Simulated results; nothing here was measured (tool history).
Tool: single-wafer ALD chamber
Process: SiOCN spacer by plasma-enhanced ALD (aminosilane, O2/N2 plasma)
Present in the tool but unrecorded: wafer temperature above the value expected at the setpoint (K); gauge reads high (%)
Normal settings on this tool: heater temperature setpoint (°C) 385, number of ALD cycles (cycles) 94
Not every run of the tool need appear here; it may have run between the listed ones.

| run | day | heater temperature setpoint (°C) | number of ALD cycles (cycles) | wafers since the last listed run | hours since the last thermocouple change | hours since the gauge calibration | read-back reference wafer on the same gauge, thickness_nm | mean film thickness on the monitor wafer (Å) |
|---|---|---|---|---|---|---|---|---|
| 1 | 0.000 | 391 | 94 | 0 | 824.1 | 287.1 | 5.225 | 52.32 |
| 2 | 0.954 | 385 | 94 | 79 | 847.0 | 310.0 | 5.233 | 52.23 |
| 3 | 1.696 | 385 | 90 | 61 | 864.8 | 327.8 | 5.229 | 50.28 |
| 4 | 3.117 | 385 | 90 | 118 | 898.9 | 361.9 | 5.231 | 50.15 |
| 5 | 3.938 | 385 | 90 | 68 | 918.6 | 381.6 | 5.225 | 49.97 |
| 6 | 4.679 | 385 | 94 | 61 | 936.4 | 399.4 | 5.225 | 52.21 |
| 7 | 5.808 | 395 | 94 | 94 | 963.5 | 426.5 | 5.229 | 52.29 |
| 8 | 6.938 | 385 | 94 | 94 | 990.6 | 453.6 | 5.227 | 52.46 |
|  | 7.400 | thermocouple changed; heater temperature recalibrated |
| 9 | 7.779 | 385 | 94 | 42 | 9.1 | 473.8 | 5.232 | 52.31 |
| 10 | 8.396 | 385 | 94 | 51 | 23.9 | 488.6 | 5.229 | 52.55 |
| 11 | 9.808 | 385 | 94 | 117 | 57.8 | 522.5 | 5.234 | 52.01 |
|  | 10.825 | gauge calibrated |
| 12 | 11.304 | 385 | 102 | 124 | 93.7 | 11.5 | 5.230 | 56.60 |
| 13 | 12.733 | 385 | 94 | 118 | 128.0 | 45.8 | 5.235 | 52.18 |
| 14 | 13.521 | 379 | 89 | 65 | 146.9 | 64.7 | 5.236 | 49.57 |
| 15 | 14.842 | 390 | 94 | 109 | 178.6 | 96.4 | 5.234 | 52.25 |
| 16 | 15.992 | 385 | 94 | 95 | 206.2 | 124.0 | 5.227 | 52.38 |
| 17 | 17.283 | 379 | 76 | 107 | 237.2 | 155.0 | 5.227 | 42.20 |
| 18 | 18.733 | 391 | 94 | 120 | 272.0 | 189.8 | 5.232 | 52.52 |
| 19 | 20.221 | 378 | 76 | 123 | 307.7 | 225.5 | 5.230 | 42.42 |
| 20 | 20.908 | 371 | 102 | 57 | 324.2 | 242.0 | 5.230 | 56.69 |
| 21 | 21.571 | 372 | 85 | 55 | 340.1 | 257.9 | 5.232 | 47.33 |

Branching from run 21: 3 alternative next runs. What would each branch give?
| A | 21.596 | 385 | 94 | 2 | 340.7 | 258.5 | ? | ? |
| B | 21.596 | 396 | 75 | 2 | 340.7 | 258.5 | ? | ? |
| C | 21.596 | 394 | 101 | 2 | 340.7 | 258.5 | ? | ? |

| run | read-back reference wafer on the same gauge, thickness_nm | mean film thickness on the monitor wafer (Å) |
|---|---|---|
| A | 5.230 | 52.23 |
| B | 5.230 | 41.67 |
| C | 5.230 | 56.12 |
The same runs, with their run-to-run variation unchanged, on a tool lacking any hidden condition would have given:
| run | mean film thickness on the monitor wafer (Å) |
|---|---|
| A | 52.23 |
| B | 41.67 |
| C | 56.12 |
